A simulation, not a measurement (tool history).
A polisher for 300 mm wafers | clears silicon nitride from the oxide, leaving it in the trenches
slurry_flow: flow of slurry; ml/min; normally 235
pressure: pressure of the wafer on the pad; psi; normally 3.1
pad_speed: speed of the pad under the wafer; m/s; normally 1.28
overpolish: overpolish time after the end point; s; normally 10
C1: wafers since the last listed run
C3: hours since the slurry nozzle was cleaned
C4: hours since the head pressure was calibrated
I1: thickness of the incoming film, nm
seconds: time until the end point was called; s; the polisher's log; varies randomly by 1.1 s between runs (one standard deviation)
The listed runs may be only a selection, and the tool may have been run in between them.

Run 1, hour 0: usual settings but slurry_flow 185 ml/min, pressure 2.3 psi; C1 0; wafers polished on this pad 1903; C3 406.8; C4 213.3; I1 127.2. Result: seconds 143.8 s.
Run 2, hour 100.4: usual settings but slurry_flow 185 ml/min, pressure 2.3 psi; C1 1107; wafers polished on this pad 3011; C3 507.2; C4 313.7; I1 124.3. Result: seconds 140.3 s.
Run 3, hour 150.6: usual settings but slurry_flow 185 ml/min, pressure 2.3 psi; C1 553; wafers polished on this pad 3565; C3 557.4; C4 363.9; I1 127.6. Result: seconds 145.6 s.
Run 4, hour 219.2: usual settings; C1 756; wafers polished on this pad 4322; C3 626; C4 432.5; I1 122.3. Result: seconds 113.5 s.
At hour 246.7: worn pad replaced by a new one.
Run 5, hour 270.7: usual settings; C1 524; wafers polished on this pad 265; C3 677.5; C4 484; I1 126. Result: seconds 113.5 s.
Run 6, hour 349.4: usual settings; C1 868; wafers polished on this pad 1133; C3 756.2; C4 562.7; I1 125.6. Result: seconds 117 s.
At hour 425.8: slurry nozzle cleaned.
Run 7, hour 535.4: usual settings; C1 2041; wafers polished on this pad 3174; C3 109.6; C4 748.7; I1 126. Result: seconds 109.4 s.
Run 8, hour 623.5: usual settings; C1 972; wafers polished on this pad 4146; C3 197.7; C4 836.8; I1 122.6. Result: seconds 109.5 s.
Run 9, hour 670.7: usual settings; C1 520; wafers polished on this pad 4667; C3 244.9; C4 884; I1 123. Result: seconds 107.1 s.
At hour 741.9: worn pad replaced by a new one.
Run 10, hour 742.4: usual settings; C1 746; wafers polished on this pad 5; C3 316.6; C4 955.7; I1 125.2. Result: seconds 111.1 s.
Run 11, hour 822.9: usual settings; C1 888; wafers polished on this pad 893; C3 397.1; C4 1036.2; I1 124.8. Result: seconds 112.1 s.
Run 12, hour 888.2: usual settings; C1 720; wafers polished on this pad 1613; C3 462.4; C4 1101.5; I1 123.6. Result: seconds 111.7 s.
Run 13, hour 962.9: usual settings; C1 824; wafers polished on this pad 2437; C3 537.1; C4 1176.2; I1 124.1. Result: seconds 112.4 s.
Run 14, hour 1037.2: usual settings; C1 819; wafers polished on this pad 3257; C3 611.4; C4 1250.5; I1 126.9. Result: seconds 116.2 s.
At hour 1079.9: head pressure recalibrated.
At hour 1145.8: slurry nozzle cleaned.
Run 15, hour 1194.7: usual settings but slurry_flow 175 ml/min, pressure 2.1 psi, pad_speed 1.54 m/s; C1 1704; wafers polished on this pad 4962; C3 48.9; C4 114.8; I1 123.9. Result: seconds 123 s.
At hour 1225.3: worn pad replaced by a new one.
Run 16, hour 1288.3: usual settings but slurry_flow 180 ml/min, pressure 2.1 psi, pad_speed 1 m/s, overpolish 7 s; C1 988; wafers polished on this pad 695; C3 142.5; C4 208.4; I1 122.6. Result: seconds 160.8 s.
Run 17, hour 1357.3: usual settings but overpolish 4 s; C1 761; wafers polished on this pad 1456; C3 211.5; C4 277.4; I1 126.8. Result: seconds 111 s.
Run 18, hour 1462.5: usual settings; C1 1160; wafers polished on this pad 2617; C3 316.7; C4 382.6; I1 125.7. Result: seconds 112.6 s.
Run 19, hour 1522.1: usual settings but pad_speed 1.56 m/s, overpolish 5 s; C1 657; wafers polished on this pad 3274; C3 376.3; C4 442.2; I1 125.1. Result: seconds 101.6 s.
At hour 1748.2: worn pad replaced by a new one.
Run 20, hour 1780.5: usual settings but pressure 2.6 psi; C1 2806; wafers polished on this pad 356; C3 634.7; C4 700.6; I1 127.8. Result: seconds 129.7 s.
Run 21, hour 1850.6: usual settings but slurry_flow 185 ml/min, overpolish 4 s; C1 773; wafers polished on this pad 1129; C3 704.8; C4 770.7; I1 125.4. Result: seconds 120.8 s.
At hour 1910.5: slurry nozzle cleaned.
Run 22, hour 1957.5: usual settings; C1 1168; wafers polished on this pad 2298; C3 47; C4 877.6; I1 126. Result: seconds 109.5 s.
Run 23, hour 2012.3: usual settings but slurry_flow 185 ml/min, pad_speed 1.54 m/s; C1 604; wafers polished on this pad 2902; C3 101.8; C4 932.4; I1 124.2. Result: seconds 102 s.
Run 24, hour 2106.1: usual settings; C1 1034; wafers polished on this pad 3937; C3 195.6; C4 1026.2; I1 124.5. Result: seconds 111.2 s.
At hour 2190.7: worn pad replaced by a new one.
Run 25, hour 2198.1: usual settings; C1 970; wafers polished on this pad 82; C3 287.6; C4 1118.2; I1 125.8. Result: seconds 114.2 s.
At hour 2295.9: head pressure recalibrated.
Run 26, hour 2299.5: usual settings but pressure 2.4 psi, pad_speed 1 m/s, overpolish 5 s; C1 1096; wafers polished on this pad 1178; C3 389; C4 3.6; I1 123.9. Result: seconds 148.8 s.
Run 27, hour 2340.1: usual settings but pressure 2.4 psi, overpolish 15 s; C1 447; wafers polished on this pad 1626; C3 429.6; C4 44.2; I1 123.2. Result: seconds 130.5 s.
Run 28, hour 2422.2: usual settings but overpolish 13 s; C1 905; wafers polished on this pad 2532; C3 511.7; C4 126.3; I1 124. Result: seconds 112.2 s.

4 options for the next run, each taken on its own from the tool as it stands now. Forecast them:
Run A, hour 2422.7: usual settings but pad_speed 1.42 m/s; C1 5; wafers polished on this pad 2538; C3 512.2; C4 126.8; I1 125.7. Result: seconds ?.
Run B, hour 2422.7: usual settings but pressure 2.3 psi; C1 5; wafers polished on this pad 2538; C3 512.2; C4 126.8; I1 125.7. Result: seconds ?.
Run C, hour 2422.7: usual settings but slurry_flow 185 ml/min; C1 5; wafers polished on this pad 2538; C3 512.2; C4 126.8; I1 125.7. Result: seconds ?.
Run D, hour 2422.7: usual settings but pressure 2.1 psi, pad_speed 1.14 m/s, overpolish 14 s; C1 5; wafers polished on this pad 2538; C3 512.2; C4 126.8; I1 125.7. Result: seconds ?.

run  seconds
  A    108.2
  B    136.5
  C    122.3
  D    153.1
What these runs would have given with no unlogged condition in the tool:
run  seconds
  A     99.3
  B    125.2
  C    109.5
  D    140.4
